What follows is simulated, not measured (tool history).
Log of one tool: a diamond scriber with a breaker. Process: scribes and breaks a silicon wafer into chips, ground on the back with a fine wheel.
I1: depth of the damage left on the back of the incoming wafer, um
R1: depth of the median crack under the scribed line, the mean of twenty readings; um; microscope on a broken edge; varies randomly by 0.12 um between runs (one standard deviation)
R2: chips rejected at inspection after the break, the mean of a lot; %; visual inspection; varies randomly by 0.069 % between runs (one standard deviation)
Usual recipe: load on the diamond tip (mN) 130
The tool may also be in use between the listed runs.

Run 1, hour 0.0: usual settings but load on the diamond tip (mN) 117; I1 2.41. Result: R1 11.33 um, R2 2.11 %.
Run 2, hour 14.7: usual settings but load on the diamond tip (mN) 117; I1 1.72. Result: R1 11.50 um, R2 1.49 %.
Run 3, hour 37.3: usual settings but load on the diamond tip (mN) 101; I1 2.13. Result: R1 10.50 um, R2 2.45 %.
Run 4, hour 62.7: usual settings but load on the diamond tip (mN) 101; I1 1.73. Result: R1 10.32 um, R2 1.94 %.
Run 5, hour 75.1: usual settings but load on the diamond tip (mN) 142; I1 2.25. Result: R1 12.82 um, R2 4.59 %.
Run 6, hour 109.0: usual settings but load on the diamond tip (mN) 116; I1 1.55. Result: R1 11.28 um, R2 1.40 %.
Run 7, hour 131.7: usual settings but load on the diamond tip (mN) 116; I1 1.75. Result: R1 11.07 um, R2 1.62 %.
At hour 164.3: diamond tip replaced by a new one.
Run 8, hour 167.1: usual settings but load on the diamond tip (mN) 162; I1 2.68. Result: R1 13.81 um, R2 8.79 %.
Run 9, hour 249.5: usual settings but load on the diamond tip (mN) 167; I1 2.60. Result: R1 14.12 um, R2 9.47 %.
At hour 282.4: load on the tip recalibrated.
Run 10, hour 344.8: usual settings but load on the diamond tip (mN) 149; I1 1.61. Result: R1 12.07 um, R2 2.68 %.
Run 11, hour 363.2: usual settings but load on the diamond tip (mN) 116; I1 2.03. Result: R1 10.59 um, R2 2.08 %.
Run 12, hour 375.4: usual settings but load on the diamond tip (mN) 99; I1 2.30. Result: R1 9.44 um, R2 4.90 %.
Run 13, hour 406.6: usual settings but load on the diamond tip (mN) 101; I1 2.82. Result: R1 9.64 um, R2 5.66 %.
Run 14, hour 418.8: usual settings but load on the diamond tip (mN) 105; I1 1.93. Result: R1 9.92 um, R2 3.00 %.

What if the next run were any one of these 3? Each begins from the tool's condition after run 14:
Run A, hour 419.5: usual settings; I1 2.18. Result: R1 ?, R2 ?.
Run B, hour 419.5: usual settings but load on the diamond tip (mN) 97; I1 2.18. Result: R1 ?, R2 ?.
Run C, hour 419.5: usual settings but load on the diamond tip (mN) 147; I1 2.18. Result: R1 ?, R2 ?.

run     R1    R2
  A  11.27  1.97
  B   9.39  4.68
  C  12.18  3.23
With the hidden condition removed and each run's random variation left untouched, the same runs would have given:
run     R1    R2
  A  10.82  1.88
  B   9.02  6.32
  C  11.70  2.40

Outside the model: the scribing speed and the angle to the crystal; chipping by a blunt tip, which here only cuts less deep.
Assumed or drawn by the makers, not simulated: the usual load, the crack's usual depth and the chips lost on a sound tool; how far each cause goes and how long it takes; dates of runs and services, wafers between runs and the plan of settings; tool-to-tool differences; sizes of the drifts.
